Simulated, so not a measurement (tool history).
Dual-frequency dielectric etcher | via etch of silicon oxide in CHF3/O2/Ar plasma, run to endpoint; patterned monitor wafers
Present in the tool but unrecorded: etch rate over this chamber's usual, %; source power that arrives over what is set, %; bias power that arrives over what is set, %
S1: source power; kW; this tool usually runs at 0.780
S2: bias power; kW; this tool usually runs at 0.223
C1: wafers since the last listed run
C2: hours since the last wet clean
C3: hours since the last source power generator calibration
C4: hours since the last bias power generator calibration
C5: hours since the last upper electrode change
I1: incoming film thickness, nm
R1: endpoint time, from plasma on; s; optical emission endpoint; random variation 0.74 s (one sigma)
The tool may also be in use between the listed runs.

Run 1, hour 0.0: usual settings but S2 0.235 kW; C1 0; C2 21.4; C3 1129.0; C4 3920.3; C5 4418.3; I1 543.6. Result: R1 239.4 s.
Run 2, hour 93.7: usual settings but S1 0.710 kW; C1 296; C2 115.1; C3 1222.7; C4 4014.0; C5 4512.0; I1 542.7. Result: R1 247.6 s.
Run 3, hour 181.6: usual settings but S1 0.710 kW; C1 277; C2 203.0; C3 1310.6; C4 4101.9; C5 4599.9; I1 543.9. Result: R1 247.2 s.
Run 4, hour 230.0: usual settings but S1 0.710 kW; C1 153; C2 251.4; C3 1359.0; C4 4150.3; C5 4648.3; I1 541.5. Result: R1 245.7 s.
Run 5, hour 276.4: usual settings; C1 146; C2 297.8; C3 1405.4; C4 4196.7; C5 4694.7; I1 548.4. Result: R1 241.0 s.
Run 6, hour 340.6: usual settings; C1 203; C2 362.0; C3 1469.6; C4 4260.9; C5 4758.9; I1 541.4. Result: R1 237.5 s.
Run 7, hour 386.6: usual settings; C1 145; C2 408.0; C3 1515.6; C4 4306.9; C5 4804.9; I1 543.1. Result: R1 237.2 s.
Run 8, hour 477.2: usual settings; C1 286; C2 498.6; C3 1606.2; C4 4397.5; C5 4895.5; I1 553.3. Result: R1 242.3 s.
At hour 541.7: wet clean of the chamber.
Run 9, hour 549.4: usual settings; C1 152; C2 7.7; C3 1678.4; C4 4469.7; C5 4967.7; I1 542.3. Result: R1 242.0 s.
Run 10, hour 632.5: usual settings; C1 262; C2 90.8; C3 1761.5; C4 4552.8; C5 5050.8; I1 546.5. Result: R1 242.4 s.
At hour 672.6: source power generator calibrated.
Run 11, hour 736.7: usual settings; C1 316; C2 195.0; C3 64.1; C4 4657.0; C5 5155.0; I1 548.4. Result: R1 243.9 s.
At hour 743.6: bias power generator calibrated.
Run 12, hour 790.9: usual settings; C1 158; C2 249.2; C3 118.3; C4 47.3; C5 5209.2; I1 545.1. Result: R1 244.0 s.
Run 13, hour 857.6: usual settings; C1 210; C2 315.9; C3 185.0; C4 114.0; C5 5275.9; I1 542.0. Result: R1 240.8 s.
Run 14, hour 925.5: usual settings but S2 0.191 kW; C1 214; C2 383.8; C3 252.9; C4 181.9; C5 5343.8; I1 545.4. Result: R1 254.6 s.
Run 15, hour 1011.0: usual settings; C1 270; C2 469.3; C3 338.4; C4 267.4; C5 5429.3; I1 546.1. Result: R1 239.4 s.
Run 16, hour 1090.1: usual settings but S2 0.178 kW; C1 250; C2 548.4; C3 417.5; C4 346.5; C5 5508.4; I1 548.3. Result: R1 259.1 s.
At hour 1171.7: wet clean of the chamber.
Run 17, hour 1176.0: usual settings; C1 195; C2 4.3; C3 503.4; C4 432.4; C5 5594.3; I1 543.3. Result: R1 243.7 s.
Run 18, hour 1244.4: usual settings; C1 216; C2 72.7; C3 571.8; C4 500.8; C5 5662.7; I1 546.4. Result: R1 243.4 s.
Run 19, hour 1298.6: usual settings but S1 0.650 kW, S2 0.172 kW; C1 171; C2 126.9; C3 626.0; C4 555.0; C5 5716.9; I1 544.6. Result: R1 276.9 s.
Run 20, hour 1339.3: usual settings but S1 0.650 kW, S2 0.208 kW; C1 128; C2 167.6; C3 666.7; C4 595.7; C5 5757.6; I1 545.5. Result: R1 260.1 s.
Run 21, hour 1412.3: usual settings but S1 0.670 kW; C1 230; C2 240.6; C3 739.7; C4 668.7; C5 5830.6; I1 549.3. Result: R1 252.0 s.
Run 22, hour 1514.1: usual settings but S1 0.630 kW, S2 0.244 kW; C1 321; C2 342.4; C3 841.5; C4 770.5; C5 5932.4; I1 548.5. Result: R1 244.4 s.
At hour 1590.8: upper electrode replaced.
Run 23, hour 1591.3: usual settings but S1 0.870 kW, S2 0.255 kW; C1 168; C2 419.6; C3 918.7; C4 847.7; C5 0.5; I1 546.5. Result: R1 223.2 s.
At hour 1708.5: wet clean of the chamber.
Run 24, hour 1709.0: usual settings; C1 296; C2 0.5; C3 1036.4; C4 965.4; C5 118.2; I1 551.5. Result: R1 246.4 s.
Run 25, hour 1819.5: usual settings but S1 0.960 kW, S2 0.240 kW; C1 349; C2 111.0; C3 1146.9; C4 1075.9; C5 228.7; I1 548.1. Result: R1 225.5 s.
Run 26, hour 1889.3: usual settings but S2 0.192 kW; C1 220; C2 180.8; C3 1216.7; C4 1145.7; C5 298.5; I1 542.2. Result: R1 254.4 s.
Run 27, hour 1984.7: usual settings; C1 301; C2 276.2; C3 1312.1; C4 1241.1; C5 393.9; I1 549.5. Result: R1 241.5 s.
Run 28, hour 2049.1: usual settings; C1 203; C2 340.6; C3 1376.5; C4 1305.5; C5 458.3; I1 547.6. Result: R1 239.7 s.

State the hidden condition of the tool at each of the runs:
bias power that arrives over what is set, %: 0 on each run
H1: etch rate over this chamber's usual, %
H2: source power that arrives over what is set, %
run      H1      H2
  1  -0.442    3.18
  2  0.0647    3.47
  3    0.54    3.74
  4   0.802    3.89
  5    1.05    4.03
  6     1.4    4.23
  7    1.65    4.37
  8    2.14    4.65
  9  -0.153    4.87
 10   0.296    5.13
 11    0.86  -0.535
 12    1.15  -0.368
 13    1.51  -0.163
 14    1.88  0.0466
 15    2.34    0.31
 16    2.77   0.554
 17   0.177   0.819
 18   0.547    1.03
 19    0.84     1.2
 20    1.06    1.32
 21    1.46    1.55
 22    2.01    1.86
 23    2.42     2.1
 24  -0.104    2.46
 25   0.494     2.8
 26   0.872    3.02
 27    1.39    3.31
 28    1.74    3.51
